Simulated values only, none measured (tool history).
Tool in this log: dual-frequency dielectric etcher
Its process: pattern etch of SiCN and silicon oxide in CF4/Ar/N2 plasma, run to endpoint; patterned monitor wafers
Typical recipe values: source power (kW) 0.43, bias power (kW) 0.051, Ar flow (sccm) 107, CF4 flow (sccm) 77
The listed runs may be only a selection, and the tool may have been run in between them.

| run | hour | source power (kW) | bias power (kW) | Ar flow (sccm) | CF4 flow (sccm) | incoming incoming film thickness, nm | endpoint time (s) |
|---|---|---|---|---|---|---|---|
| 1 | 0 | 0.43 | 0.051 | 107 | 69 | 15.11 | 20.2 |
| 2 | 13.6 | 0.43 | 0.051 | 107 | 69 | 15.09 | 20.4 |
| 3 | 23.4 | 0.43 | 0.051 | 107 | 69 | 15.21 | 20.6 |
| 4 | 30.8 | 0.43 | 0.051 | 107 | 77 | 15.17 | 20.2 |
| 5 | 46.4 | 0.47 | 0.051 | 107 | 77 | 15.1 | 18.9 |
| 6 | 53.5 | 0.47 | 0.051 | 107 | 77 | 15.05 | 18.9 |
| 7 | 70.3 | 0.47 | 0.051 | 107 | 77 | 15.13 | 19 |
| 8 | 76.5 | 0.43 | 0.051 | 98 | 77 | 15.15 | 19.6 |
| 9 | 92.1 | 0.43 | 0.051 | 91 | 77 | 15.26 | 19.7 |
|  | 121 | wet clean of the chamber |
|  | 124.7 | bias power generator calibrated |
| 10 | 125.2 | 0.43 | 0.051 | 107 | 77 | 15.11 | 18.9 |
| 11 | 125.5 | 0.43 | 0.051 | 107 | 77 | 15.19 | 19.1 |
| 12 | 125.8 | 0.49 | 0.051 | 107 | 77 | 15.15 | 17.3 |
|  | 142.7 | CF4 flow controller replaced |
| 13 | 148.8 | 0.43 | 0.051 | 107 | 77 | 15.11 | 19 |
| 14 | 159.1 | 0.48 | 0.061 | 133 | 93 | 15.18 | 16.7 |
|  | 175.5 | source power generator calibrated |
| 15 | 176.2 | 0.52 | 0.051 | 90 | 85 | 15.02 | 15.8 |
|  | 191.4 | Ar flow controller replaced |
|  | 200.4 | upper electrode replaced |
| 16 | 200.9 | 0.4 | 0.059 | 91 | 77 | 15.1 | 17.9 |
| 17 | 201.2 | 0.51 | 0.06 | 125 | 82 | 15.2 | 16.3 |
| 18 | 208.2 | 0.34 | 0.039 | 107 | 90 | 15.05 | 24.8 |
| 19 | 218.4 | 0.43 | 0.051 | 107 | 77 | 15.11 | 19.1 |
| 20 | 228.9 | 0.43 | 0.051 | 88 | 71 | 15.08 | 18.3 |
| 21 | 246.8 | 0.43 | 0.06 | 107 | 82 | 15.18 | 17.7 |
| 22 | 258.3 | 0.43 | 0.051 | 107 | 91 | 15.17 | 19 |
| 23 | 268.6 | 0.43 | 0.062 | 107 | 77 | 15.14 | 17.6 |

What if the next run were any one of these 3? Each begins from the tool's condition after run 23:
| A | 269 | 0.43 | 0.051 | 107 | 77 | 15.1 | ? |
| B | 269 | 0.33 | 0.051 | 107 | 65 | 15.1 | ? |
| C | 269 | 0.38 | 0.062 | 132 | 89 | 15.1 | ? |

| run | endpoint time (s) |
|---|---|
| A | 19.3 |
| B | 23.6 |
| C | 19.7 |
Without the tool's hidden state the same runs would have given:
| run | endpoint time (s) |
|---|---|
| A | 19.3 |
| B | 23.5 |
| C | 19.7 |
